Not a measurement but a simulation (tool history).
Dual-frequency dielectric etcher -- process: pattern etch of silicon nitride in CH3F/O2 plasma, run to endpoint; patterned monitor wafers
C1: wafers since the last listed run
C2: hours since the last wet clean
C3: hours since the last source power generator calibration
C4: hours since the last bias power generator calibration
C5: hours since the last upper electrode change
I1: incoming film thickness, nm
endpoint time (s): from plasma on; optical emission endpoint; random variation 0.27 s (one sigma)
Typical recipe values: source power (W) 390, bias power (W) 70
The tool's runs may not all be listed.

{"run": 1, "hour": 0.0, "source power (W)": 390, "bias power (W)": 70, "C1": 0, "C2": 107.7, "C3": 3946.7, "C4": 3143.4, "C5": 3747.8, "I1": 75.7, "endpoint time (s)": 88.0}
{"run": 2, "hour": 12.9, "source power (W)": 390, "bias power (W)": 70, "C1": 85, "C2": 120.6, "C3": 3959.6, "C4": 3156.3, "C5": 3760.7, "I1": 76.9, "endpoint time (s)": 89.5}
{"run": 3, "hour": 38.5, "source power (W)": 460, "bias power (W)": 70, "C1": 168, "C2": 146.2, "C3": 3985.2, "C4": 3181.9, "C5": 3786.3, "I1": 76.5, "endpoint time (s)": 83.4}
{"run": 4, "hour": 139.6, "source power (W)": 460, "bias power (W)": 70, "C1": 666, "C2": 247.3, "C3": 4086.3, "C4": 3283.0, "C5": 3887.4, "I1": 76.7, "endpoint time (s)": 82.5}
{"run": 5, "hour": 173.8, "source power (W)": 390, "bias power (W)": 77, "C1": 225, "C2": 281.5, "C3": 4120.5, "C4": 3317.2, "C5": 3921.6, "I1": 77.2, "endpoint time (s)": 84.3}
{"run": 6, "hour": 192.5, "source power (W)": 390, "bias power (W)": 77, "C1": 123, "C2": 300.2, "C3": 4139.2, "C4": 3335.9, "C5": 3940.3, "I1": 76.7, "endpoint time (s)": 83.6}
{"run": 7, "hour": 220.3, "source power (W)": 390, "bias power (W)": 77, "C1": 183, "C2": 328.0, "C3": 4167.0, "C4": 3363.7, "C5": 3968.1, "I1": 76.8, "endpoint time (s)": 83.8}
{"run": 8, "hour": 236.7, "source power (W)": 390, "bias power (W)": 84, "C1": 108, "C2": 344.4, "C3": 4183.4, "C4": 3380.1, "C5": 3984.5, "I1": 76.8, "endpoint time (s)": 80.2}
{"run": 9, "hour": 265.9, "source power (W)": 390, "bias power (W)": 70, "C1": 192, "C2": 373.6, "C3": 4212.6, "C4": 3409.3, "C5": 4013.7, "I1": 76.9, "endpoint time (s)": 87.8}
{"run": 10, "hour": 290.9, "source power (W)": 390, "bias power (W)": 70, "C1": 164, "C2": 398.6, "C3": 4237.6, "C4": 3434.3, "C5": 4038.7, "I1": 77.1, "endpoint time (s)": 87.9}
{"run": 11, "hour": 304.0, "source power (W)": 390, "bias power (W)": 70, "C1": 86, "C2": 411.7, "C3": 4250.7, "C4": 3447.4, "C5": 4051.8, "I1": 76.7, "endpoint time (s)": 87.4}
{"hour": 316.5, "done": "bias power generator calibrated"}
{"run": 12, "hour": 368.5, "source power (W)": 390, "bias power (W)": 70, "C1": 398, "C2": 476.2, "C3": 4315.2, "C4": 52.0, "C5": 4116.3, "I1": 77.4, "endpoint time (s)": 88.2}
{"run": 13, "hour": 401.9, "source power (W)": 320, "bias power (W)": 70, "C1": 220, "C2": 509.6, "C3": 4348.6, "C4": 85.4, "C5": 4149.7, "I1": 77.7, "endpoint time (s)": 94.3}
{"run": 14, "hour": 421.8, "source power (W)": 390, "bias power (W)": 70, "C1": 131, "C2": 529.5, "C3": 4368.5, "C4": 105.3, "C5": 4169.6, "I1": 77.0, "endpoint time (s)": 87.1}
{"run": 15, "hour": 444.1, "source power (W)": 410, "bias power (W)": 70, "C1": 146, "C2": 551.8, "C3": 4390.8, "C4": 127.6, "C5": 4191.9, "I1": 76.8, "endpoint time (s)": 85.5}
{"run": 16, "hour": 468.7, "source power (W)": 410, "bias power (W)": 70, "C1": 162, "C2": 576.4, "C3": 4415.4, "C4": 152.2, "C5": 4216.5, "I1": 77.2, "endpoint time (s)": 85.5}
{"hour": 504.6, "done": "wet clean of the chamber"}
{"run": 17, "hour": 505.1, "source power (W)": 480, "bias power (W)": 59, "C1": 81, "C2": 0.5, "C3": 4451.8, "C4": 188.6, "C5": 4252.9, "I1": 77.1, "endpoint time (s)": 90.7}
{"hour": 533.1, "done": "upper electrode replaced"}
{"run": 18, "hour": 533.6, "source power (W)": 390, "bias power (W)": 70, "C1": 29, "C2": 29.0, "C3": 4480.3, "C4": 217.1, "C5": 0.5, "I1": 77.5, "endpoint time (s)": 89.5}
{"run": 19, "hour": 553.7, "source power (W)": 330, "bias power (W)": 70, "C1": 132, "C2": 49.1, "C3": 4500.4, "C4": 237.2, "C5": 20.6, "I1": 76.8, "endpoint time (s)": 94.1}
{"run": 20, "hour": 580.8, "source power (W)": 450, "bias power (W)": 70, "C1": 178, "C2": 76.2, "C3": 4527.5, "C4": 264.3, "C5": 47.7, "I1": 77.1, "endpoint time (s)": 84.5}
{"run": 21, "hour": 616.8, "source power (W)": 390, "bias power (W)": 70, "C1": 237, "C2": 112.2, "C3": 4563.5, "C4": 300.3, "C5": 83.7, "I1": 76.9, "endpoint time (s)": 88.8}
{"run": 22, "hour": 647.5, "source power (W)": 420, "bias power (W)": 70, "C1": 202, "C2": 142.9, "C3": 4594.2, "C4": 331.0, "C5": 114.4, "I1": 77.1, "endpoint time (s)": 86.6}
{"run": 23, "hour": 678.2, "source power (W)": 390, "bias power (W)": 64, "C1": 202, "C2": 173.6, "C3": 4624.9, "C4": 361.7, "C5": 145.1, "I1": 77.3, "endpoint time (s)": 93.7}
{"run": 24, "hour": 695.5, "source power (W)": 310, "bias power (W)": 82, "C1": 114, "C2": 190.9, "C3": 4642.2, "C4": 379.0, "C5": 162.4, "I1": 76.6, "endpoint time (s)": 87.5}
{"hour": 705.4, "done": "source power generator calibrated"}
{"run": 25, "hour": 725.0, "source power (W)": 390, "bias power (W)": 70, "C1": 168, "C2": 220.4, "C3": 19.6, "C4": 408.5, "C5": 191.9, "I1": 77.5, "endpoint time (s)": 88.8}
{"run": 26, "hour": 812.6, "source power (W)": 310, "bias power (W)": 59, "C1": 577, "C2": 308.0, "C3": 107.2, "C4": 496.1, "C5": 279.5, "I1": 77.2, "endpoint time (s)": 104.5}
{"run": 27, "hour": 846.2, "source power (W)": 440, "bias power (W)": 56, "C1": 221, "C2": 341.6, "C3": 140.8, "C4": 529.7, "C5": 313.1, "I1": 76.6, "endpoint time (s)": 94.2}
{"run": 28, "hour": 861.5, "source power (W)": 390, "bias power (W)": 70, "C1": 100, "C2": 356.9, "C3": 156.1, "C4": 545.0, "C5": 328.4, "I1": 77.1, "endpoint time (s)": 87.9}
{"run": 29, "hour": 894.5, "source power (W)": 430, "bias power (W)": 61, "C1": 217, "C2": 389.9, "C3": 189.1, "C4": 578.0, "C5": 361.4, "I1": 77.0, "endpoint time (s)": 91.2}
{"run": 30, "hour": 914.9, "source power (W)": 440, "bias power (W)": 54, "C1": 134, "C2": 410.3, "C3": 209.5, "C4": 598.4, "C5": 381.8, "I1": 77.0, "endpoint time (s)": 96.7}
{"run": 31, "hour": 941.4, "source power (W)": 300, "bias power (W)": 77, "C1": 174, "C2": 436.8, "C3": 236.0, "C4": 624.9, "C5": 408.3, "I1": 76.3, "endpoint time (s)": 90.3}
{"run": 32, "hour": 969.7, "source power (W)": 470, "bias power (W)": 77, "C1": 186, "C2": 465.1, "C3": 264.3, "C4": 653.2, "C5": 436.6, "I1": 77.1, "endpoint time (s)": 77.6}

Each run again, without the hidden state but with its own random variation kept:
Hidden conditions of the tool in this case: etch rate over this chamber's usual, %; source power that arrives over what is set, %; bias power that arrives over what is set, %.
run=1 endpoint_time_(s)=88.2
run=2 endpoint_time_(s)=89.8
run=3 endpoint_time_(s)=83.7
run=4 endpoint_time_(s)=83.3
run=5 endpoint_time_(s)=85.3
run=6 endpoint_time_(s)=84.7
run=7 endpoint_time_(s)=84.9
run=8 endpoint_time_(s)=81.4
run=9 endpoint_time_(s)=89.3
run=10 endpoint_time_(s)=89.5
run=11 endpoint_time_(s)=89.1
run=12 endpoint_time_(s)=90.2
run=13 endpoint_time_(s)=96.6
run=14 endpoint_time_(s)=89.3
run=15 endpoint_time_(s)=87.7
run=16 endpoint_time_(s)=87.8
run=17 endpoint_time_(s)=90.8
run=18 endpoint_time_(s)=89.8
run=19 endpoint_time_(s)=94.5
run=20 endpoint_time_(s)=85.0
run=21 endpoint_time_(s)=89.5
run=22 endpoint_time_(s)=87.4
run=23 endpoint_time_(s)=94.8
run=24 endpoint_time_(s)=88.5
run=25 endpoint_time_(s)=90.0
run=26 endpoint_time_(s)=106.4
run=27 endpoint_time_(s)=96.1
run=28 endpoint_time_(s)=89.8
run=29 endpoint_time_(s)=93.3
run=30 endpoint_time_(s)=99.0
run=31 endpoint_time_(s)=92.6
run=32 endpoint_time_(s)=79.7

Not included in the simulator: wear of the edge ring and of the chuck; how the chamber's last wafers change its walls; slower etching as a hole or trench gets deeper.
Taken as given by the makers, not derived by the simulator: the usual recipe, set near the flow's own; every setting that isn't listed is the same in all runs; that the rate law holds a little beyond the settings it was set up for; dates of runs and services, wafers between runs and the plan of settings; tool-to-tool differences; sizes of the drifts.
